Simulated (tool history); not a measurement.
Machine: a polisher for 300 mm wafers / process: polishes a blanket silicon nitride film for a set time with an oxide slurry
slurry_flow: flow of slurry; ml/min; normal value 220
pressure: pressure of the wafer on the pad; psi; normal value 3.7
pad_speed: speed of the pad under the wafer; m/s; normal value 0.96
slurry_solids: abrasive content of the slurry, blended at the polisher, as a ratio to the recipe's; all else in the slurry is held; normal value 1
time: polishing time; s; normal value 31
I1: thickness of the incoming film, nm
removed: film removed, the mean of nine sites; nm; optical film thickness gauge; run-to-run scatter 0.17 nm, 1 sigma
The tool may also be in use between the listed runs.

Run 1, hour 0: usual settings; I1 394.3. Result: removed 19.8 nm.
At hour 6.9: slurry nozzle cleaned.
Run 2, hour 91.6: usual settings; I1 381.4. Result: removed 19.8 nm.
Run 3, hour 165.1: usual settings but slurry_solids 0.75; I1 393.9. Result: removed 17.3 nm.
At hour 204.1: head pressure recalibrated.
Run 4, hour 256.3: usual settings but slurry_solids 0.85; I1 388.3. Result: removed 18.2 nm.
Run 5, hour 316.1: usual settings but pad_speed 0.72 m/s; I1 392.3. Result: removed 15.7 nm.
At hour 374.5: conditioning disc replaced and pad reconditioned.
At hour 393.7: worn pad replaced by a new one.
Run 6, hour 398.3: usual settings but pressure 4.5 psi; I1 388.2. Result: removed 24.6 nm.
Run 7, hour 448.7: usual settings; I1 391.8. Result: removed 20.4 nm.
Run 8, hour 540.2: usual settings but slurry_flow 200 ml/min, pad_speed 0.86 m/s; I1 388.1. Result: removed 18.2 nm.
Run 9, hour 619.8: usual settings but pressure 4.8 psi, pad_speed 1.26 m/s, slurry_solids 0.75, time 37 s; I1 384.9. Result: removed 32.6 nm.
At hour 669.3: slurry nozzle cleaned.
Run 10, hour 690.8: usual settings; I1 398.2. Result: removed 19.8 nm.
Run 11, hour 759: usual settings but slurry_flow 175 ml/min, pad_speed 0.68 m/s, time 27 s; I1 386.8. Result: removed 12.7 nm.
At hour 761.6: slurry blender recalibrated.
Run 12, hour 834.2: usual settings but pressure 3.1 psi, pad_speed 0.74 m/s; I1 385.1. Result: removed 13.4 nm.
Run 13, hour 937.6: usual settings but pad_speed 1.24 m/s; I1 389.3. Result: removed 23.2 nm.
Run 14, hour 982.5: usual settings but slurry_flow 150 ml/min; I1 386.1. Result: removed 17.7 nm.
Run 15, hour 1057.9: usual settings but slurry_flow 155 ml/min, pressure 4.9 psi, slurry_solids 0.75; I1 391.3. Result: removed 20.3 nm.
Run 16, hour 1099.7: usual settings but pressure 4.2 psi, pad_speed 0.82 m/s, slurry_solids 0.75, time 41 s; I1 381.5. Result: removed 21.8 nm.
At hour 1108.1: conditioning disc replaced and pad reconditioned.
Run 17, hour 1149.8: usual settings; I1 390.5. Result: removed 20.6 nm.
At hour 1160.3: worn pad replaced by a new one.
Run 18, hour 1216.3: usual settings but slurry_solids 0.85; I1 398.6. Result: removed 18.8 nm.
Run 19, hour 1275.3: usual settings; I1 396.3. Result: removed 20.3 nm.
Run 20, hour 1354.8: usual settings but slurry_flow 285 ml/min, pressure 4.3 psi, pad_speed 1.06 m/s, slurry_solids 1.1; I1 387.4. Result: removed 26.2 nm.
At hour 1401.1: slurry nozzle cleaned.
At hour 1430.7: slurry blender recalibrated.
Run 21, hour 1440.3: usual settings but slurry_flow 285 ml/min, time 40 s; I1 392. Result: removed 26 nm.
Run 22, hour 1514.9: usual settings but pad_speed 0.64 m/s, slurry_solids 0.9, time 26 s; I1 392.8. Result: removed 11.5 nm.
Run 23, hour 1557.1: usual settings; I1 396.8. Result: removed 19.4 nm.
Run 24, hour 1610.1: usual settings but pressure 3.2 psi, slurry_solids 0.8; I1 390.7. Result: removed 15.1 nm.
At hour 1613.2: head pressure recalibrated.
Run 25, hour 1718.1: usual settings; I1 393.3. Result: removed 18.9 nm.

Each row is a separate what-if for the run after 25, all from the same tool condition, not one after another. Results?
Run A, hour 1718.5: usual settings; I1 383.9. Result: removed ?.
Run B, hour 1718.5: usual settings but slurry_flow 250 ml/min, time 35 s; I1 383.9. Result: removed ?.
Run C, hour 1718.5: usual settings but time 36 s; I1 383.9. Result: removed ?.
Run D, hour 1718.5: usual settings but slurry_flow 285 ml/min, pad_speed 0.64 m/s, slurry_solids 0.8, time 38 s; I1 383.9. Result: removed ?.

run  removed
  A     19.2
  B       22
  C     22.3
  D     16.1
What these runs would have given with no unlogged condition in the tool:
run  removed
  A     20.6
  B     23.6
  C     23.9
  D       17
